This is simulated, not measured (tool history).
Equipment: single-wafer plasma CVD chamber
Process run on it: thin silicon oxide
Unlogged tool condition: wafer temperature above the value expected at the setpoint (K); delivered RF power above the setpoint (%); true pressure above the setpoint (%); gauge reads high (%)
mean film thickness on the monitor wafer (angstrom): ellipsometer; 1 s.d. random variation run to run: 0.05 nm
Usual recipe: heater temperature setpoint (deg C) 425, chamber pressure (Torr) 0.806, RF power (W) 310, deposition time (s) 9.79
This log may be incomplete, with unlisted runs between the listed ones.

run	hour	heater temperature setpoint (deg C)	chamber pressure (Torr)	RF power (W)	deposition time (s)	wafers since the last listed run	hours since the last thermocouple change	hours since the last RF generator calibration	hours since the last manometer calibration	hours since the showerhead was replaced	hours since the gauge calibration	read-back reference wafer on the same gauge, thickness_nm	mean film thickness on the monitor wafer (angstrom)
1	0.0	425	0.806	310	9.79	0	2027.7	72.1	406.5	3234.7	60.7	17.525	174.27
2	101.5	425	0.806	335	9.79	4688	2129.2	173.6	508.0	3336.2	162.2	17.435	180.70
3	185.0	425	0.806	310	9.79	3857	2212.7	257.1	591.5	3419.7	245.7	17.391	172.38
4	259.8	425	0.806	310	9.79	3455	2287.5	331.9	666.3	3494.5	320.5	17.362	171.72
5	344.9	425	0.806	310	9.79	3931	2372.6	417.0	751.4	3579.6	405.6	17.331	172.17
6	399.0	425	0.806	310	9.79	2499	2426.7	471.1	805.5	3633.7	459.7	17.308	171.80
7	454.2	425	0.660	310	9.79	2550	2481.9	526.3	860.7	3688.9	514.9	17.291	139.62
# hour 513.2: capacitance manometer re-zeroed and calibrated
8	622.1	425	0.660	310	9.79	7386	2649.8	694.2	108.9	3856.8	682.8	17.263	138.81
9	669.7	425	0.806	330	9.79	2198	2697.4	741.8	156.5	3904.4	730.4	17.269	177.45
10	725.9	433	0.806	310	8.31	2596	2753.6	798.0	212.7	3960.6	786.6	17.259	144.26
11	790.4	425	0.909	250	9.79	2979	2818.1	862.5	277.2	4025.1	851.1	17.243	166.63
# hour 803.3: gauge calibrated
12	880.8	425	0.806	310	9.79	4176	2908.5	952.9	367.6	4115.5	77.5	17.502	173.24
# hour 924.7: showerhead replaced
13	925.6	437	0.995	310	8.48	1700	2953.3	997.7	412.4	0.9	122.3	17.464	178.70
14	990.2	425	0.806	310	9.79	2984	3017.9	1062.3	477.0	65.5	186.9	17.405	172.00
15	1084.6	440	0.711	310	9.79	4361	3112.3	1156.7	571.4	159.9	281.3	17.359	149.50
# hour 1095.5: RF generator calibrated
# hour 1109.3: thermocouple changed; heater temperature recalibrated
16	1191.1	425	0.806	310	8.18	4180	81.8	95.6	677.9	266.4	387.8	17.321	143.69
17	1298.7	437	0.806	310	9.79	4970	189.4	203.2	785.5	374.0	495.4	17.281	170.11
18	1531.7	425	0.806	310	9.79	10763	422.4	436.2	1018.5	607.0	728.4	17.255	171.21
# hour 1543.2: capacitance manometer re-zeroed and calibrated
19	1592.9	414	0.806	310	10.74	2457	483.6	497.4	49.7	668.2	789.6	17.254	188.57

Branching from run 19: 3 alternative next runs. What would each branch give?
A	1593.3	425	0.806	310	9.79	18	484.0	497.8	50.1	668.6	790.0	?	?
B	1593.3	410	0.892	310	7.84	18	484.0	497.8	50.1	668.6	790.0	?	?
C	1593.3	425	0.806	340	9.79	18	484.0	497.8	50.1	668.6	790.0	?	?

run	read-back reference wafer on the same gauge, thickness_nm	mean film thickness on the monitor wafer (angstrom)
A	17.249	170.81
B	17.249	151.54
C	17.249	179.36
What these runs would have given with no unlogged condition in the tool:
run	mean film thickness on the monitor wafer (angstrom)
A	174.27
B	154.61
C	182.99

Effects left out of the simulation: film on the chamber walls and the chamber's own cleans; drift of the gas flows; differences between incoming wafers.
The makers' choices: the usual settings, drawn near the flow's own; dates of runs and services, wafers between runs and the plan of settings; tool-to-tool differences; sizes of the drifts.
